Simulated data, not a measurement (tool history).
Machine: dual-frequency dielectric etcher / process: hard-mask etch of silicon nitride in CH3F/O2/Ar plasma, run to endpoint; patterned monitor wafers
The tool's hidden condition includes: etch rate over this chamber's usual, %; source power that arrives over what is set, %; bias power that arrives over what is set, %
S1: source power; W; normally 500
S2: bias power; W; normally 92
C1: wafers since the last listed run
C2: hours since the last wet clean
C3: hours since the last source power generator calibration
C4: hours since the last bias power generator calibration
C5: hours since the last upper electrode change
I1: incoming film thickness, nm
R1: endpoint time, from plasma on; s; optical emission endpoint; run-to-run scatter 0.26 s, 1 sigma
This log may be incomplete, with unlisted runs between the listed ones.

run 1 hour=0 | S1=500 S2=92 | C1=0 C2=338.6 C3=5048.6 C4=3781.4 C5=2633 | I1=28.2 | R1=33.8
run 2 hour=28.7 | S1=500 S2=92 | C1=391 C2=367.3 C3=5077.3 C4=3810.1 C5=2661.7 | I1=28 | R1=33.7
run 3 hour=49.7 | S1=500 S2=92 | C1=286 C2=388.3 C3=5098.3 C4=3831.1 C5=2682.7 | I1=28.02 | R1=33.3
run 4 hour=66.5 | S1=500 S2=84 | C1=229 C2=405.1 C3=5115.1 C4=3847.9 C5=2699.5 | I1=28.06 | R1=34.8
run 5 hour=98.2 | S1=500 S2=84 | C1=432 C2=436.8 C3=5146.8 C4=3879.6 C5=2731.2 | I1=28.11 | R1=34.1
run 6 hour=123.6 | S1=500 S2=92 | C1=346 C2=462.2 C3=5172.2 C4=3905 C5=2756.6 | I1=28.3 | R1=33.4
run 7 hour=156.3 | S1=500 S2=92 | C1=446 C2=494.9 C3=5204.9 C4=3937.7 C5=2789.3 | I1=28.2 | R1=33.4
-- hour=176 source power generator calibrated
run 8 hour=211.5 | S1=500 S2=92 | C1=698 C2=550.1 C3=35.5 C4=3992.9 C5=2844.5 | I1=28.06 | R1=32.9
run 9 hour=246.4 | S1=500 S2=103 | C1=476 C2=585 C3=70.4 C4=4027.8 C5=2879.4 | I1=28.02 | R1=31.3
-- hour=295.1 bias power generator calibrated
-- hour=295.9 wet clean of the chamber
run 10 hour=296.4 | S1=500 S2=103 | C1=616 C2=0.5 C3=120.4 C4=1.3 C5=2929.4 | I1=27.97 | R1=33.5
-- hour=332 upper electrode replaced
run 11 hour=332.5 | S1=440 S2=103 | C1=165 C2=36.6 C3=156.5 C4=37.4 C5=0.5 | I1=28.22 | R1=35.7
run 12 hour=344.6 | S1=560 S2=69 | C1=165 C2=48.7 C3=168.6 C4=49.5 C5=12.6 | I1=28.22 | R1=36.5
run 13 hour=360.2 | S1=500 S2=92 | C1=212 C2=64.3 C3=184.2 C4=65.1 C5=28.2 | I1=28.23 | R1=34.7
run 14 hour=373.3 | S1=460 S2=111 | C1=178 C2=77.4 C3=197.3 C4=78.2 C5=41.3 | I1=27.87 | R1=33.3
run 15 hour=400.9 | S1=440 S2=92 | C1=376 C2=105 C3=224.9 C4=105.8 C5=68.9 | I1=28.14 | R1=36.3
run 16 hour=432 | S1=430 S2=109 | C1=424 C2=136.1 C3=256 C4=136.9 C5=100 | I1=28.13 | R1=34.5
run 17 hour=461.3 | S1=560 S2=101 | C1=399 C2=165.4 C3=285.3 C4=166.2 C5=129.3 | I1=28.23 | R1=31.7
run 18 hour=495.6 | S1=580 S2=114 | C1=468 C2=199.7 C3=319.6 C4=200.5 C5=163.6 | I1=28.22 | R1=29.8
run 19 hour=512.7 | S1=500 S2=92 | C1=233 C2=216.8 C3=336.7 C4=217.6 C5=180.7 | I1=28.3 | R1=34.3
run 20 hour=530.6 | S1=500 S2=92 | C1=244 C2=234.7 C3=354.6 C4=235.5 C5=198.6 | I1=27.8 | R1=33.8

Same runs, no hidden state in the tool, same run-to-run variation:
run=1 R1=34.6
run=2 R1=34.6
run=3 R1=34.3
run=4 R1=35.8
run=5 R1=35.2
run=6 R1=34.6
run=7 R1=34.7
run=8 R1=34.3
run=9 R1=32.8
run=10 R1=33.1
run=11 R1=35.4
run=12 R1=36.3
run=13 R1=34.5
run=14 R1=33.2
run=15 R1=36.3
run=16 R1=34.6
run=17 R1=31.9
run=18 R1=30
run=19 R1=34.6
run=20 R1=34.1
